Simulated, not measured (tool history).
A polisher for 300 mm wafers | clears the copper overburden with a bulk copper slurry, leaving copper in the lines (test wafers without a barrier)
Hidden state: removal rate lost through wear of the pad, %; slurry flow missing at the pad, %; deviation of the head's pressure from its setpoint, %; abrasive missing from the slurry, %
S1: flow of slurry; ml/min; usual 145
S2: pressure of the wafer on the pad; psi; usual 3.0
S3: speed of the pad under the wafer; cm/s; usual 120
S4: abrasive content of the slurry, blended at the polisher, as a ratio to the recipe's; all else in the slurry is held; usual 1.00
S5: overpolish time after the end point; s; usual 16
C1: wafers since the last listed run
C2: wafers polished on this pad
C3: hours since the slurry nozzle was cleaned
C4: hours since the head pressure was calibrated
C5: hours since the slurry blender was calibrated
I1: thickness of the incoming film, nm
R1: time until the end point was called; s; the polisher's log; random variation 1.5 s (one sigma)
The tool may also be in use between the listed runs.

run 1 hour=0.0 | S1=145 S2=3.0 S3=120 S4=1.00 S5=16 | C1=0 C2=982 C3=331.3 C4=1196.8 C5=49.0 | I1=1371.1 | R1=124.3
-- hour=68.1 slurry nozzle cleaned
run 2 hour=89.9 | S1=145 S2=3.0 S3=120 S4=1.00 S5=16 | C1=747 C2=1729 C3=21.8 C4=1286.7 C5=138.9 | I1=1390.2 | R1=129.4
-- hour=109.9 head pressure recalibrated
run 3 hour=154.5 | S1=145 S2=3.7 S3=120 S4=1.00 S5=16 | C1=526 C2=2256 C3=86.4 C4=44.6 C5=203.5 | I1=1389.6 | R1=110.6
run 4 hour=220.0 | S1=145 S2=3.7 S3=120 S4=1.00 S5=16 | C1=550 C2=2807 C3=151.9 C4=110.1 C5=269.0 | I1=1382.2 | R1=113.9
-- hour=258.8 slurry blender recalibrated
-- hour=289.3 worn pad replaced by a new one
run 5 hour=320.7 | S1=135 S2=3.0 S3=120 S4=1.00 S5=16 | C1=796 C2=264 C3=252.6 C4=210.8 C5=61.9 | I1=1386.3 | R1=122.7
-- hour=400.2 slurry nozzle cleaned
run 6 hour=427.9 | S1=145 S2=3.0 S3=120 S4=1.00 S5=16 | C1=893 C2=1157 C3=27.7 C4=318.0 C5=169.1 | I1=1382.3 | R1=125.8
run 7 hour=483.4 | S1=145 S2=3.0 S3=120 S4=1.00 S5=16 | C1=466 C2=1623 C3=83.2 C4=373.5 C5=224.6 | I1=1407.6 | R1=128.5
run 8 hour=521.5 | S1=145 S2=3.0 S3=120 S4=1.00 S5=16 | C1=320 C2=1944 C3=121.3 C4=411.6 C5=262.7 | I1=1368.5 | R1=128.4
run 9 hour=558.6 | S1=145 S2=3.0 S3=120 S4=1.00 S5=16 | C1=311 C2=2256 C3=158.4 C4=448.7 C5=299.8 | I1=1386.5 | R1=128.3
-- hour=578.3 slurry blender recalibrated
run 10 hour=597.3 | S1=145 S2=3.0 S3=120 S4=1.20 S5=13 | C1=308 C2=2564 C3=197.1 C4=487.4 C5=19.0 | I1=1411.6 | R1=125.5
run 11 hour=670.6 | S1=145 S2=3.0 S3=120 S4=1.20 S5=13 | C1=616 C2=3181 C3=270.4 C4=560.7 C5=92.3 | I1=1413.9 | R1=133.4
-- hour=688.1 worn pad replaced by a new one
run 12 hour=745.0 | S1=145 S2=3.0 S3=120 S4=1.20 S5=13 | C1=592 C2=478 C3=344.8 C4=635.1 C5=166.7 | I1=1368.0 | R1=115.6
-- hour=798.8 slurry nozzle cleaned
run 13 hour=833.2 | S1=145 S2=3.0 S3=102 S4=1.00 S5=16 | C1=733 C2=1211 C3=34.4 C4=723.3 C5=254.9 | I1=1411.1 | R1=150.7
run 14 hour=909.7 | S1=165 S2=3.0 S3=120 S4=1.00 S5=24 | C1=643 C2=1854 C3=110.9 C4=799.8 C5=331.4 | I1=1417.4 | R1=132.2
-- hour=923.6 slurry blender recalibrated
run 15 hour=957.8 | S1=165 S2=3.0 S3=120 S4=1.00 S5=16 | C1=387 C2=2242 C3=159.0 C4=847.9 C5=34.2 | I1=1372.8 | R1=128.6
-- hour=1011.9 worn pad replaced by a new one
run 16 hour=1057.8 | S1=145 S2=3.0 S3=120 S4=1.00 S5=16 | C1=807 C2=386 C3=259.0 C4=947.9 C5=134.2 | I1=1389.5 | R1=126.2
run 17 hour=1112.0 | S1=145 S2=3.4 S3=88 S4=1.00 S5=16 | C1=455 C2=841 C3=313.2 C4=1002.1 C5=188.4 | I1=1395.9 | R1=159.0
run 18 hour=1172.4 | S1=95 S2=4.0 S3=78 S4=0.80 S5=16 | C1=507 C2=1349 C3=373.6 C4=1062.5 C5=248.8 | I1=1378.1 | R1=176.0
-- hour=1179.9 slurry nozzle cleaned
-- hour=1216.8 head pressure recalibrated
run 19 hour=1242.4 | S1=145 S2=2.7 S3=120 S4=1.15 S5=16 | C1=563 C2=1913 C3=62.5 C4=25.6 C5=318.8 | I1=1372.5 | R1=138.4
-- hour=1319.5 worn pad replaced by a new one
-- hour=1329.4 slurry blender recalibrated
run 20 hour=1347.5 | S1=145 S2=2.4 S3=160 S4=1.00 S5=23 | C1=833 C2=218 C3=167.6 C4=130.7 C5=18.1 | I1=1406.3 | R1=113.8
run 21 hour=1415.1 | S1=145 S2=3.0 S3=108 S4=1.00 S5=16 | C1=568 C2=786 C3=235.2 C4=198.3 C5=85.7 | I1=1368.4 | R1=133.8
run 22 hour=1473.6 | S1=115 S2=3.0 S3=120 S4=1.25 S5=11 | C1=491 C2=1278 C3=293.7 C4=256.8 C5=144.2 | I1=1368.9 | R1=123.6
-- hour=1520.5 slurry nozzle cleaned
run 23 hour=1547.3 | S1=145 S2=3.0 S3=120 S4=1.00 S5=16 | C1=611 C2=1890 C3=26.8 C4=330.5 C5=217.9 | I1=1385.6 | R1=127.6
run 24 hour=1627.3 | S1=190 S2=3.0 S3=120 S4=1.00 S5=16 | C1=672 C2=2562 C3=106.8 C4=410.5 C5=297.9 | I1=1387.7 | R1=127.1
-- hour=1722.9 worn pad replaced by a new one
-- hour=1724.2 slurry blender recalibrated
run 25 hour=1732.4 | S1=145 S2=3.0 S3=80 S4=1.20 S5=16 | C1=839 C2=68 C3=211.9 C4=515.6 C5=8.2 | I1=1388.1 | R1=173.8
run 26 hour=1789.6 | S1=145 S2=3.3 S3=86 S4=0.80 S5=13 | C1=481 C2=549 C3=269.1 C4=572.8 C5=65.4 | I1=1387.6 | R1=171.1

Forecast each of these 5 alternatives for the next run:
run A hour=1790.1 | S1=145 S2=3.0 S3=120 S4=1.00 S5=16 | C1=4 C2=553 C3=269.6 C4=573.3 C5=65.9 | I1=1390.2 | R1=?
run B hour=1790.1 | S1=145 S2=3.0 S3=98 S4=0.70 S5=16 | C1=4 C2=553 C3=269.6 C4=573.3 C5=65.9 | I1=1390.2 | R1=?
run C hour=1790.1 | S1=145 S2=3.0 S3=120 S4=1.00 S5=10 | C1=4 C2=553 C3=269.6 C4=573.3 C5=65.9 | I1=1390.2 | R1=?
run D hour=1790.1 | S1=185 S2=3.0 S3=120 S4=0.75 S5=16 | C1=4 C2=553 C3=269.6 C4=573.3 C5=65.9 | I1=1390.2 | R1=?
run E hour=1790.1 | S1=115 S2=3.0 S3=120 S4=1.00 S5=12 | C1=4 C2=553 C3=269.6 C4=573.3 C5=65.9 | I1=1390.2 | R1=?

run=A R1=123.0
run=B R1=167.0
run=C R1=123.0
run=D R1=128.7
run=E R1=128.5
Without the tool's hidden state the same runs would have given:
run=A R1=120.0
run=B R1=162.9
run=C R1=120.0
run=D R1=125.5
run=E R1=125.4
